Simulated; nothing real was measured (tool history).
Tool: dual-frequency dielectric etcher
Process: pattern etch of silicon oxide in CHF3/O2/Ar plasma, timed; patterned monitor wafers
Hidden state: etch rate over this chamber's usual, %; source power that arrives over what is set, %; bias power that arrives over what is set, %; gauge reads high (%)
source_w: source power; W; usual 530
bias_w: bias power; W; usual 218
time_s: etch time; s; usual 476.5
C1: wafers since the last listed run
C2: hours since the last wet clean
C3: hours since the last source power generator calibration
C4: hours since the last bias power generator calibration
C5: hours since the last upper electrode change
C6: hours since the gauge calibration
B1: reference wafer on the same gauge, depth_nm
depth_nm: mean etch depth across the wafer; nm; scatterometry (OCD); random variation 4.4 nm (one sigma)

Run 1, hour 0: usual settings but bias_w 197 W, time_s 512.5 s; C1 0; C2 0.5; C3 1452.3; C4 1043.2; C5 1559.2; C6 145.3; B1 848.8. Result: depth_nm 964.6 nm.
Run 2, hour 29.2: usual settings but bias_w 197 W, time_s 512.5 s; C1 61; C2 29.7; C3 1481.5; C4 1072.4; C5 1588.4; C6 174.5; B1 848.7. Result: depth_nm 956.9 nm.
Run 3, hour 65.9: usual settings; C1 77; C2 66.4; C3 1518.2; C4 1109.1; C5 1625.1; C6 211.2; B1 848.8. Result: depth_nm 939.5 nm.
Run 4, hour 135.4: usual settings; C1 146; C2 135.9; C3 1587.7; C4 1178.6; C5 1694.6; C6 280.7; B1 848.7. Result: depth_nm 935.2 nm.
Run 5, hour 388.2: usual settings but bias_w 261 W; C1 532; C2 388.7; C3 1840.5; C4 1431.4; C5 1947.4; C6 533.5; B1 845.3. Result: depth_nm 1030.1 nm.
At hour 451.4: wet clean of the chamber.
Run 6, hour 456.1: usual settings but bias_w 261 W; C1 92; C2 4.7; C3 1908.4; C4 1499.3; C5 2015.3; C6 601.4; B1 844.6. Result: depth_nm 1005.2 nm.
Run 7, hour 561.2: usual settings but bias_w 261 W; C1 221; C2 109.8; C3 2013.5; C4 1604.4; C5 2120.4; C6 706.5; B1 843.4. Result: depth_nm 1018 nm.
Run 8, hour 656.6: usual settings but time_s 417 s; C1 201; C2 205.2; C3 2108.9; C4 1699.8; C5 2215.8; C6 801.9; B1 841. Result: depth_nm 817.9 nm.
Run 9, hour 877.3: usual settings but time_s 412 s; C1 465; C2 425.9; C3 2329.6; C4 1920.5; C5 2436.5; C6 1022.6; B1 834.9. Result: depth_nm 801.1 nm.
At hour 896.1: bias power generator calibrated.
Run 10, hour 924.4: usual settings but time_s 412 s; C1 90; C2 473; C3 2376.7; C4 28.3; C5 2483.6; C6 1069.7; B1 834.4. Result: depth_nm 798.7 nm.
At hour 953.7: upper electrode replaced.
At hour 967.4: source power generator calibrated.
At hour 999.3: wet clean of the chamber.
Run 11, hour 1246.8: usual settings but time_s 412 s; C1 569; C2 247.5; C3 279.4; C4 350.7; C5 293.1; C6 1392.1; B1 824.1. Result: depth_nm 779.9 nm.
Run 12, hour 1346.3: usual settings; C1 209; C2 347; C3 378.9; C4 450.2; C5 392.6; C6 1491.6; B1 820.6. Result: depth_nm 908 nm.
Run 13, hour 1421.3: usual settings; C1 158; C2 422; C3 453.9; C4 525.2; C5 467.6; C6 1566.6; B1 818.4. Result: depth_nm 903 nm.
At hour 1455.6: gauge calibrated.
At hour 1518.6: wet clean of the chamber.
Run 14, hour 1523.1: usual settings but bias_w 260 W, time_s 422 s; C1 163; C2 4.5; C3 555.7; C4 627; C5 569.4; C6 67.5; B1 857.9. Result: depth_nm 913.9 nm.
Run 15, hour 1612.5: usual settings but bias_w 236 W, time_s 600.5 s; C1 188; C2 93.9; C3 645.1; C4 716.4; C5 658.8; C6 156.9; B1 856.8. Result: depth_nm 1242.1 nm.
Run 16, hour 1650.3: usual settings but source_w 610 W; C1 79; C2 131.7; C3 682.9; C4 754.2; C5 696.6; C6 194.7; B1 856.1. Result: depth_nm 984.7 nm.
Run 17, hour 1730: usual settings but source_w 600 W, bias_w 175 W; C1 167; C2 211.4; C3 762.6; C4 833.9; C5 776.3; C6 274.4; B1 856.2. Result: depth_nm 877.8 nm.
Run 18, hour 1807.5: usual settings but bias_w 194 W; C1 163; C2 288.9; C3 840.1; C4 911.4; C5 853.8; C6 351.9; B1 856.7. Result: depth_nm 900.5 nm.
Run 19, hour 1891: usual settings; C1 175; C2 372.4; C3 923.6; C4 994.9; C5 937.3; C6 435.4; B1 855.6. Result: depth_nm 947.5 nm.
Run 20, hour 1930.8: usual settings; C1 83; C2 412.2; C3 963.4; C4 1034.7; C5 977.1; C6 475.2; B1 852.8. Result: depth_nm 939.2 nm.
Run 21, hour 2042.6: usual settings but source_w 410 W, bias_w 196 W; C1 235; C2 524; C3 1075.2; C4 1146.5; C5 1088.9; C6 587; B1 852.7. Result: depth_nm 841.3 nm.
At hour 2080.6: wet clean of the chamber.
Run 22, hour 2123.6: usual settings but source_w 620 W, bias_w 255 W, time_s 559.5 s; C1 120; C2 43; C3 1156.2; C4 1227.5; C5 1169.9; C6 668; B1 852.3. Result: depth_nm 1235.9 nm.
Run 23, hour 2205.9: usual settings but bias_w 168 W, time_s 546.5 s; C1 173; C2 125.3; C3 1238.5; C4 1309.8; C5 1252.2; C6 750.3; B1 849.1. Result: depth_nm 956.3 nm.
Run 24, hour 2265.7: usual settings but source_w 560 W, bias_w 265 W; C1 126; C2 185.1; C3 1298.3; C4 1369.6; C5 1312; C6 810.1; B1 847.9. Result: depth_nm 1036.8 nm.
Run 25, hour 2329.6: usual settings but source_w 420 W, bias_w 252 W, time_s 518 s; C1 134; C2 249; C3 1362.2; C4 1433.5; C5 1375.9; C6 874; B1 847.6. Result: depth_nm 1037.8 nm.
Run 26, hour 2387.8: usual settings but source_w 590 W, bias_w 168 W; C1 122; C2 307.2; C3 1420.4; C4 1491.7; C5 1434.1; C6 932.2; B1 848.4. Result: depth_nm 850 nm.
Run 27, hour 2444.4: usual settings; C1 119; C2 363.8; C3 1477; C4 1548.3; C5 1490.7; C6 988.8; B1 843.7. Result: depth_nm 932.3 nm.
Run 28, hour 2504.8: usual settings but bias_w 240 W, time_s 421.5 s; C1 127; C2 424.2; C3 1537.4; C4 1608.7; C5 1551.1; C6 1049.2; B1 844.4. Result: depth_nm 867.6 nm.

5 ways to go on from here, each from the tool as it stands after run 28. What would each give?
Run A, hour 2505.3: usual settings but source_w 440 W; C1 1; C2 424.7; C3 1537.9; C4 1609.2; C5 1551.6; C6 1049.7; B1 ?. Result: depth_nm ?.
Run B, hour 2505.3: usual settings but source_w 640 W, bias_w 252 W, time_s 525.5 s; C1 1; C2 424.7; C3 1537.9; C4 1609.2; C5 1551.6; C6 1049.7; B1 ?. Result: depth_nm ?.
Run C, hour 2505.3: usual settings but source_w 470 W, bias_w 184 W, time_s 369 s; C1 1; C2 424.7; C3 1537.9; C4 1609.2; C5 1551.6; C6 1049.7; B1 ?. Result: depth_nm ?.
Run D, hour 2505.3: usual settings but bias_w 176 W, time_s 338.5 s; C1 1; C2 424.7; C3 1537.9; C4 1609.2; C5 1551.6; C6 1049.7; B1 ?. Result: depth_nm ?.
Run E, hour 2505.3: usual settings but time_s 355 s; C1 1; C2 424.7; C3 1537.9; C4 1609.2; C5 1551.6; C6 1049.7; B1 ?. Result: depth_nm ?.

run     B1  depth_nm
  A  842.9     895.7
  B  842.9    1154.1
  C  842.9       649
  D  842.9     599.3
  E  842.9     696.1
Without the tool's hidden state the same runs would have given:
run  depth_nm
  A     909.3
  B    1171.6
  C     658.9
  D     608.4
  E     706.6
